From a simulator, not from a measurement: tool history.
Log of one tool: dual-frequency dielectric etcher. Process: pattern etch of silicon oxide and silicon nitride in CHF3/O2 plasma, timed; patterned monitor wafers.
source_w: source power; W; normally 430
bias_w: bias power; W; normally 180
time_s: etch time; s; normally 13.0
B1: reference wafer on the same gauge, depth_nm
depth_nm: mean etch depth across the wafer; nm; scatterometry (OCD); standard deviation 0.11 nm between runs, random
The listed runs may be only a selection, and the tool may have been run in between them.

run 1 hour=0.0 | source_w=430 bias_w=180 time_s=13.0 | B1=15.20 | depth_nm=17.31
run 2 hour=57.2 | source_w=430 bias_w=180 time_s=13.0 | B1=15.23 | depth_nm=17.28
-- hour=133.6 wet clean of the chamber
run 3 hour=145.6 | source_w=430 bias_w=180 time_s=13.0 | B1=15.20 | depth_nm=17.35
run 4 hour=227.3 | source_w=430 bias_w=180 time_s=13.0 | B1=15.18 | depth_nm=17.29
run 5 hour=299.4 | source_w=430 bias_w=180 time_s=13.0 | B1=15.21 | depth_nm=17.51
run 6 hour=350.2 | source_w=430 bias_w=180 time_s=13.0 | B1=15.20 | depth_nm=17.44
run 7 hour=447.9 | source_w=430 bias_w=180 time_s=13.0 | B1=15.20 | depth_nm=17.46
run 8 hour=535.0 | source_w=430 bias_w=180 time_s=13.0 | B1=15.19 | depth_nm=17.44
-- hour=617.4 wet clean of the chamber
run 9 hour=623.6 | source_w=500 bias_w=180 time_s=13.0 | B1=15.22 | depth_nm=18.87
run 10 hour=673.0 | source_w=370 bias_w=180 time_s=11.5 | B1=15.21 | depth_nm=14.22
-- hour=686.1 source power generator calibrated
run 11 hour=747.3 | source_w=510 bias_w=211 time_s=13.0 | B1=15.20 | depth_nm=19.17
run 12 hour=828.0 | source_w=430 bias_w=180 time_s=13.0 | B1=15.21 | depth_nm=16.46
-- hour=841.7 gauge calibrated
run 13 hour=933.0 | source_w=430 bias_w=140 time_s=13.0 | B1=15.19 | depth_nm=15.05
-- hour=966.3 source power generator calibrated, repeated, since the last time left the tool worse
-- hour=970.8 upper electrode replaced
-- hour=1008.3 bias power generator calibrated
run 14 hour=1018.1 | source_w=340 bias_w=180 time_s=13.0 | B1=15.19 | depth_nm=14.87
-- hour=1113.6 wet clean of the chamber
run 15 hour=1114.1 | source_w=390 bias_w=137 time_s=17.0 | B1=15.17 | depth_nm=19.31
run 16 hour=1159.0 | source_w=430 bias_w=180 time_s=13.0 | B1=15.21 | depth_nm=17.42
run 17 hour=1244.2 | source_w=430 bias_w=180 time_s=13.0 | B1=15.21 | depth_nm=17.14
run 18 hour=1292.1 | source_w=470 bias_w=180 time_s=13.0 | B1=15.20 | depth_nm=18.21
run 19 hour=1384.9 | source_w=350 bias_w=222 time_s=13.0 | B1=15.17 | depth_nm=16.38

Each row is a separate what-if for the run after 19, all from the same tool condition, not one after another. Results?
run A hour=1385.3 | source_w=430 bias_w=180 time_s=13.0 | B1=? | depth_nm=?
run B hour=1385.3 | source_w=430 bias_w=149 time_s=11.0 | B1=? | depth_nm=?
run C hour=1385.3 | source_w=530 bias_w=161 time_s=16.0 | B1=? | depth_nm=?
run D hour=1385.3 | source_w=350 bias_w=200 time_s=13.0 | B1=? | depth_nm=?

run=A B1=15.20 depth_nm=17.16
run=B B1=15.20 depth_nm=13.56
run=C B1=15.20 depth_nm=22.85
run=D B1=15.20 depth_nm=15.68
Without the tool's unlogged condition, the same runs would have read:
run=A depth_nm=17.10
run=B depth_nm=13.52
run=C depth_nm=22.77
run=D depth_nm=15.63

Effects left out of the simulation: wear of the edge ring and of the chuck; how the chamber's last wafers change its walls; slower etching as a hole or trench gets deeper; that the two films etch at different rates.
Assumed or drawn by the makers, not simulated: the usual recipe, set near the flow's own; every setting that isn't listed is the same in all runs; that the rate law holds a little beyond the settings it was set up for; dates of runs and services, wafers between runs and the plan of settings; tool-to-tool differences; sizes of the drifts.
